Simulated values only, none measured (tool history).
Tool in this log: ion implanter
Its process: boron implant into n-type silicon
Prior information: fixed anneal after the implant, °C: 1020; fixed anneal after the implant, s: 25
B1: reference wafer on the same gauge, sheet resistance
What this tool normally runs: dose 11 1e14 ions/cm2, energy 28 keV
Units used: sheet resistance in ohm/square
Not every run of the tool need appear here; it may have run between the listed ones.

run 1 hour=0 | dose=8.83 energy=28 | B1=113.91 | sheet_resistance=136.91
run 2 hour=76.1 | dose=8.83 energy=28 | B1=114.09 | sheet_resistance=136.92
run 3 hour=182.3 | dose=8.83 energy=28 | B1=113.94 | sheet_resistance=137.89
run 4 hour=226.9 | dose=11.91 energy=28 | B1=113.92 | sheet_resistance=107.07
run 5 hour=293.5 | dose=9.32 energy=28 | B1=113.75 | sheet_resistance=132.14
run 6 hour=363.6 | dose=9.32 energy=28 | B1=114.08 | sheet_resistance=131.78
run 7 hour=402.5 | dose=9.32 energy=28 | B1=113.96 | sheet_resistance=132.49
-- hour=470.7 gauge calibrated
-- hour=481.4 Faraday cup replaced and dose calibrated
-- hour=517.8 extraction supply calibrated
run 8 hour=587.3 | dose=13.77 energy=36.5 | B1=114 | sheet_resistance=92.08
run 9 hour=637.8 | dose=9.32 energy=28 | B1=113.9 | sheet_resistance=129.58
run 10 hour=694.1 | dose=9.55 energy=35 | B1=114.01 | sheet_resistance=124.93
run 11 hour=753.4 | dose=11 energy=21.5 | B1=114.11 | sheet_resistance=115.84
run 12 hour=851.6 | dose=12.68 energy=25.5 | B1=114.13 | sheet_resistance=101.61
run 13 hour=943.4 | dose=11 energy=28 | B1=113.92 | sheet_resistance=113.66
run 14 hour=1012.2 | dose=11 energy=28 | B1=113.97 | sheet_resistance=113.33
run 15 hour=1104.3 | dose=12.89 energy=35.5 | B1=113.92 | sheet_resistance=98.83

What was the tool's hidden state at every run in the log?
deviation of the true energy from its setpoint, %: 0 at every run
gauge reads high (%): 0 at every run
H1: deviation of the true dose from the Faraday cup's reading, %
run=1 H1=-0.841
run=2 H1=-1.09
run=3 H1=-1.5
run=4 H1=-1.69
run=5 H1=-2
run=6 H1=-2.35
run=7 H1=-2.56
run=8 H1=0.161
run=9 H1=0.122
run=10 H1=0.0595
run=11 H1=-0.0264
run=12 H1=-0.215
run=13 H1=-0.443
run=14 H1=-0.648
run=15 H1=-0.965
